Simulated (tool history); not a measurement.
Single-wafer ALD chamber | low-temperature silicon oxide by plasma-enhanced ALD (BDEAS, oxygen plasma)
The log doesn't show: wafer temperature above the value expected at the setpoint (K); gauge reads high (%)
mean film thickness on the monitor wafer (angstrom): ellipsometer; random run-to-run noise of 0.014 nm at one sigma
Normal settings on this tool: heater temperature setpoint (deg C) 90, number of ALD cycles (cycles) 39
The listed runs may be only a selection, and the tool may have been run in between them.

run	hour	heater temperature setpoint (deg C)	number of ALD cycles (cycles)	wafers since the last listed run	hours since the last thermocouple change	hours since the gauge calibration	read-back reference wafer on the same gauge, thickness_nm	mean film thickness on the monitor wafer (angstrom)
1	0.0	90	39	0	2024.5	650.3	4.579	56.56
# hour 20.6: gauge calibrated
2	26.8	90	39	230	2051.3	6.2	4.579	56.56
3	62.2	90	39	304	2086.7	41.6	4.585	56.71
4	94.4	90	39	277	2118.9	73.8	4.579	56.57
5	118.8	90	39	210	2143.3	98.2	4.581	56.46
6	138.2	87	39	166	2162.7	117.6	4.578	56.99
7	171.3	100	42	284	2195.8	150.7	4.583	58.94
8	205.5	90	39	294	2230.0	184.9	4.576	56.62
9	253.6	90	39	414	2278.1	233.0	4.575	56.38
10	285.5	90	39	274	2310.0	264.9	4.576	56.42
11	311.0	90	39	219	2335.5	290.4	4.579	56.47
12	339.6	95	39	246	2364.1	319.0	4.578	55.84
13	359.3	95	39	169	2383.8	338.7	4.584	55.83
14	394.6	90	39	303	2419.1	374.0	4.575	56.33
# hour 407.1: thermocouple changed; heater temperature recalibrated
15	423.6	90	39	180	16.5	403.0	4.584	55.48
16	455.7	90	39	276	48.6	435.1	4.576	55.50
17	471.7	78	39	137	64.6	451.1	4.577	57.80
18	498.7	78	39	232	91.6	478.1	4.580	57.84
19	534.6	90	39	309	127.5	514.0	4.581	55.70
20	555.0	96	34	175	147.9	534.4	4.580	47.58
21	570.1	90	39	129	163.0	549.5	4.578	55.54
22	601.3	76	33	268	194.2	580.7	4.576	49.23
23	614.8	90	39	116	207.7	594.2	4.584	55.84
24	629.5	77	45	126	222.4	608.9	4.579	67.07
25	700.1	84	45	607	293.0	679.5	4.579	65.69
26	743.1	83	39	370	336.0	722.5	4.576	57.28
27	759.9	76	36	144	352.8	739.3	4.584	53.61
28	774.7	81	32	127	367.6	754.1	4.581	47.10
29	787.4	90	39	109	380.3	766.8	4.580	55.98
# hour 801.5: gauge calibrated
30	803.3	97	35	136	396.2	1.8	4.583	48.89
31	828.5	90	39	216	421.4	27.0	4.583	56.26
32	849.3	90	39	179	442.2	47.8	4.581	55.81
33	871.9	77	42	194	464.8	70.4	4.576	62.93
34	946.2	90	47	639	539.1	144.7	4.579	67.41
35	973.2	76	31	232	566.1	171.7	4.575	46.76
36	1018.0	78	32	385	610.9	216.5	4.580	48.03
37	1051.9	90	32	291	644.8	250.4	4.581	45.84

Hidden state at the last listed run before each entry between runs and at the first one after, where it differs:
From run 1 to run 2: gauge calibrated (hour 20.6)
  wafer temperature above the value expected at the setpoint (K): -6.31 -> -6.33
  difference, measured minus the result without the unlogged condition, mean film thickness on the monitor wafer (angstrom): +1.14 -> +1.14
From run 14 to run 15: thermocouple changed; heater temperature recalibrated (hour 407.1)
  wafer temperature above the value expected at the setpoint (K): -6.52 -> -0.391
  difference, measured minus the result without the unlogged condition, mean film thickness on the monitor wafer (angstrom): +1.17 -> +0.07
From run 29 to run 30: gauge calibrated (hour 801.5)
  wafer temperature above the value expected at the setpoint (K): -2.59 -> -2.67
  difference, measured minus the result without the unlogged condition, mean film thickness on the monitor wafer (angstrom): +0.47 -> +0.43

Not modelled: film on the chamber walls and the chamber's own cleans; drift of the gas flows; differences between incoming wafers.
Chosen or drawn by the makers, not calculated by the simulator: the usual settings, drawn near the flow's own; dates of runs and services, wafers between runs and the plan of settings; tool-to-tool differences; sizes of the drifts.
